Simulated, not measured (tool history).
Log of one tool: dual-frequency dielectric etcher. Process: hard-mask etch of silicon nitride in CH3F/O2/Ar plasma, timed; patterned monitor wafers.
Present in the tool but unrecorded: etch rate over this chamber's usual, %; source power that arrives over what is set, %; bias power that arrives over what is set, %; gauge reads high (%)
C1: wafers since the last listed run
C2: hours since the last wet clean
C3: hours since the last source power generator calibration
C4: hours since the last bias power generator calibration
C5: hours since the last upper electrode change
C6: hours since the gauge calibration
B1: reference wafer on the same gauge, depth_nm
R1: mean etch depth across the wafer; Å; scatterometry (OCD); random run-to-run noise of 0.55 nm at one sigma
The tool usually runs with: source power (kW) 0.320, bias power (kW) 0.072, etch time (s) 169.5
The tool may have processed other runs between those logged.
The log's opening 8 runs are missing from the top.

-- hour=538.3 upper electrode replaced
run 9 hour=574.8 | source_power_(kW)=0.320 bias_power_(kW)=0.077 etch_time_(s)=218.0 | C1=697 C2=278.3 C3=4029.0 C4=1165.4 C5=36.5 C6=627.3 | B1=88.8 | R1=1457
-- hour=588.7 source power generator calibrated
run 10 hour=642.4 | source_power_(kW)=0.320 bias_power_(kW)=0.072 etch_time_(s)=169.5 | C1=486 C2=345.9 C3=53.7 C4=1233.0 C5=104.1 C6=694.9 | B1=89.1 | R1=1089
run 11 hour=691.3 | source_power_(kW)=0.320 bias_power_(kW)=0.066 etch_time_(s)=169.5 | C1=373 C2=394.8 C3=102.6 C4=1281.9 C5=153.0 C6=743.8 | B1=89.0 | R1=1027
run 12 hour=740.6 | source_power_(kW)=0.280 bias_power_(kW)=0.072 etch_time_(s)=169.5 | C1=376 C2=444.1 C3=151.9 C4=1331.2 C5=202.3 C6=793.1 | B1=89.0 | R1=1001
run 13 hour=795.2 | source_power_(kW)=0.350 bias_power_(kW)=0.062 etch_time_(s)=193.0 | C1=417 C2=498.7 C3=206.5 C4=1385.8 C5=256.9 C6=847.7 | B1=89.0 | R1=1195
-- hour=938.2 wet clean of the chamber
run 14 hour=947.8 | source_power_(kW)=0.250 bias_power_(kW)=0.084 etch_time_(s)=211.0 | C1=982 C2=9.6 C3=359.1 C4=1538.4 C5=409.5 C6=1000.3 | B1=88.9 | R1=1303
-- hour=1001.4 bias power generator calibrated
run 15 hour=1007.4 | source_power_(kW)=0.350 bias_power_(kW)=0.083 etch_time_(s)=169.5 | C1=424 C2=69.2 C3=418.7 C4=6.0 C5=469.1 C6=1059.9 | B1=89.0 | R1=1257
run 16 hour=1034.3 | source_power_(kW)=0.290 bias_power_(kW)=0.057 etch_time_(s)=132.0 | C1=205 C2=96.1 C3=445.6 C4=32.9 C5=496.0 C6=1086.8 | B1=89.1 | R1=727

Run 17 has not been measured yet. What should we expect?
run 17 hour=1059.7 | source_power_(kW)=0.300 bias_power_(kW)=0.088 etch_time_(s)=122.5 | C1=194 C2=121.5 C3=471.0 C4=58.3 C5=521.4 C6=1112.2 | B1=? | R1=?

B1: 88.8
R1: 845 Å
The same run, on a tool lacking any hidden state, would have yielded R1 849 Å.
